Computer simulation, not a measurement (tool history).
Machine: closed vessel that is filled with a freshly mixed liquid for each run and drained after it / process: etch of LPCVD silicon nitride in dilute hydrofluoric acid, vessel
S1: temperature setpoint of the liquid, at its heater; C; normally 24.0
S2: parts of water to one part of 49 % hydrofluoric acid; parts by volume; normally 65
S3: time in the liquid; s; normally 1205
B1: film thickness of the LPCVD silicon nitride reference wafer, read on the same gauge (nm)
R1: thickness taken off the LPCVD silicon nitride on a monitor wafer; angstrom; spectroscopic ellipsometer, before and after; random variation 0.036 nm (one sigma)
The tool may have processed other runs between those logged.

run   hour    S1  S2    S3      B1     R1
  1    0.0  24.0  65  1205  120.59  100.5
  2   14.9  26.5  65  1205  120.68  117.8
  3   41.6  26.5  65  1205  120.79  118.0
  4   65.0  26.5  65  1205  120.96  117.7
  5  100.7  24.0  65  1205  121.20   99.7
  6  114.1  24.0  65  1205  121.32  100.2
     125.6  -- hydrofluoric acid flow meter replaced
  7  131.6  24.0  65   920  121.47   76.6
  8  153.2  24.0  65  1205  121.65  100.3
  9  170.8  24.0  65  1205  121.84  100.8
     177.1  -- thermometer replaced
 10  185.8  24.0  40  1205  121.94  162.5
     204.3  -- gauge calibrated
 11  219.6  24.0  85   490  120.28   31.2
 12  239.3  21.0  65   990  120.28   66.9
 13  258.4  24.0  65  1205  120.29   99.8
 14  278.3  21.0  65  1530  120.32  103.5
 15  308.5  20.5  65  1205  120.45   77.9
 16  329.0  27.0  80  1205  120.47   98.7

For some of the steps in R1 from one run to the next: how much would appear even if the tool had no hidden state, given the settings, what came in and random variation, and how much remains for the hidden state plus any gauge scatter that the measured result and the result without hidden state don't share?
What the log doesn't record here: liquid hotter than its thermometer reads (K); hydrofluoric acid flow below the setpoint (%); gauge reads high (%).
Run 10 -> 11: S2 40 -> 85, S3 1205 -> 490, gauge calibrated. R1 -131.3 angstrom: hidden state -2.5, all else -128.8.

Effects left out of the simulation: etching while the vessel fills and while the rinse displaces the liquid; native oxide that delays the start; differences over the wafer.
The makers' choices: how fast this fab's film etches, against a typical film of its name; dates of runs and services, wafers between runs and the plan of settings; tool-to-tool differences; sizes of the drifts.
